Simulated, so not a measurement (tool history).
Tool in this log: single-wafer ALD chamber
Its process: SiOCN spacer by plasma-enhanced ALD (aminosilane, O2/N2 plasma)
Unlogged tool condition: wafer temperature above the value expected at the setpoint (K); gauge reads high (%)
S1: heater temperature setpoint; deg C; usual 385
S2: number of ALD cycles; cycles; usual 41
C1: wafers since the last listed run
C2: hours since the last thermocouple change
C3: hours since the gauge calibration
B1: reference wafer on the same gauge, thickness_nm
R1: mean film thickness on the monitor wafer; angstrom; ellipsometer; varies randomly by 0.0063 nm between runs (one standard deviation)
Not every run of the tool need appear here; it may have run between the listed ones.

run 1 hour=0.0 | S1=385 S2=41 | C1=0 C2=640.2 C3=1730.2 | B1=2.741 | R1=25.12
-- hour=49.2 gauge calibrated
run 2 hour=84.7 | S1=385 S2=41 | C1=386 C2=724.9 C3=35.5 | B1=2.741 | R1=24.97
run 3 hour=125.0 | S1=385 S2=41 | C1=183 C2=765.2 C3=75.8 | B1=2.744 | R1=24.93
run 4 hour=358.2 | S1=396 S2=41 | C1=1063 C2=998.4 C3=309.0 | B1=2.738 | R1=25.06
run 5 hour=425.1 | S1=396 S2=41 | C1=305 C2=1065.3 C3=375.9 | B1=2.738 | R1=25.01
run 6 hour=512.3 | S1=396 S2=41 | C1=397 C2=1152.5 C3=463.1 | B1=2.742 | R1=25.20
run 7 hour=571.5 | S1=385 S2=41 | C1=270 C2=1211.7 C3=522.3 | B1=2.740 | R1=25.05
run 8 hour=858.2 | S1=385 S2=41 | C1=1307 C2=1498.4 C3=809.0 | B1=2.742 | R1=25.03
run 9 hour=959.3 | S1=385 S2=41 | C1=461 C2=1599.5 C3=910.1 | B1=2.740 | R1=25.11
run 10 hour=1011.4 | S1=385 S2=41 | C1=237 C2=1651.6 C3=962.2 | B1=2.740 | R1=25.05
run 11 hour=1097.7 | S1=385 S2=41 | C1=393 C2=1737.9 C3=1048.5 | B1=2.740 | R1=25.10
run 12 hour=1134.4 | S1=385 S2=41 | C1=167 C2=1774.6 C3=1085.2 | B1=2.742 | R1=25.15
run 13 hour=1181.9 | S1=385 S2=41 | C1=216 C2=1822.1 C3=1132.7 | B1=2.738 | R1=25.11
run 14 hour=1287.9 | S1=385 S2=41 | C1=483 C2=1928.1 C3=1238.7 | B1=2.739 | R1=24.90
run 15 hour=1379.7 | S1=385 S2=41 | C1=418 C2=2019.9 C3=1330.5 | B1=2.740 | R1=25.04
run 16 hour=1468.0 | S1=385 S2=41 | C1=402 C2=2108.2 C3=1418.8 | B1=2.741 | R1=24.92
run 17 hour=1574.5 | S1=399 S2=44 | C1=485 C2=2214.7 C3=1525.3 | B1=2.738 | R1=26.71
run 18 hour=1657.0 | S1=399 S2=34 | C1=376 C2=2297.2 C3=1607.8 | B1=2.739 | R1=20.76
run 19 hour=1704.7 | S1=385 S2=41 | C1=217 C2=2344.9 C3=1655.5 | B1=2.743 | R1=24.97
run 20 hour=1816.4 | S1=397 S2=35 | C1=509 C2=2456.6 C3=1767.2 | B1=2.740 | R1=21.43
run 21 hour=1896.5 | S1=385 S2=41 | C1=365 C2=2536.7 C3=1847.3 | B1=2.737 | R1=25.09
-- hour=1923.0 gauge calibrated
run 22 hour=1957.3 | S1=385 S2=41 | C1=277 C2=2597.5 C3=34.3 | B1=2.738 | R1=25.00
-- hour=1981.4 thermocouple changed; heater temperature recalibrated
run 23 hour=2037.0 | S1=391 S2=44 | C1=327 C2=55.6 C3=114.0 | B1=2.738 | R1=26.96
run 24 hour=2123.5 | S1=373 S2=49 | C1=394 C2=142.1 C3=200.5 | B1=2.741 | R1=29.94
run 25 hour=2210.8 | S1=381 S2=39 | C1=398 C2=229.4 C3=287.8 | B1=2.744 | R1=23.89
run 26 hour=2283.2 | S1=385 S2=41 | C1=330 C2=301.8 C3=360.2 | B1=2.741 | R1=25.12
run 27 hour=2348.2 | S1=389 S2=36 | C1=296 C2=366.8 C3=425.2 | B1=2.742 | R1=22.02
run 28 hour=2393.2 | S1=390 S2=41 | C1=205 C2=411.8 C3=470.2 | B1=2.737 | R1=24.96
run 29 hour=2473.8 | S1=385 S2=41 | C1=367 C2=492.4 C3=550.8 | B1=2.741 | R1=25.04
run 30 hour=2524.2 | S1=385 S2=39 | C1=229 C2=542.8 C3=601.2 | B1=2.742 | R1=23.88
run 31 hour=2581.2 | S1=392 S2=44 | C1=260 C2=599.8 C3=658.2 | B1=2.740 | R1=26.93
run 32 hour=2635.2 | S1=385 S2=38 | C1=246 C2=653.8 C3=712.2 | B1=2.742 | R1=23.22

Below are 4 alternative next runs, each starting from the tool's condition after run 32. Predict each:
run A hour=2635.7 | S1=391 S2=41 | C1=2 C2=654.3 C3=712.7 | B1=? | R1=?
run B hour=2635.7 | S1=373 S2=34 | C1=2 C2=654.3 C3=712.7 | B1=? | R1=?
run C hour=2635.7 | S1=400 S2=48 | C1=2 C2=654.3 C3=712.7 | B1=? | R1=?
run D hour=2635.7 | S1=389 S2=41 | C1=2 C2=654.3 C3=712.7 | B1=? | R1=?

run=A B1=2.740 R1=25.09
run=B B1=2.740 R1=20.81
run=C B1=2.740 R1=29.19
run=D B1=2.740 R1=25.09
Had the tool no hidden state, the same runs would have come out as:
run=A R1=25.09
run=B R1=20.81
run=C R1=29.19
run=D R1=25.09
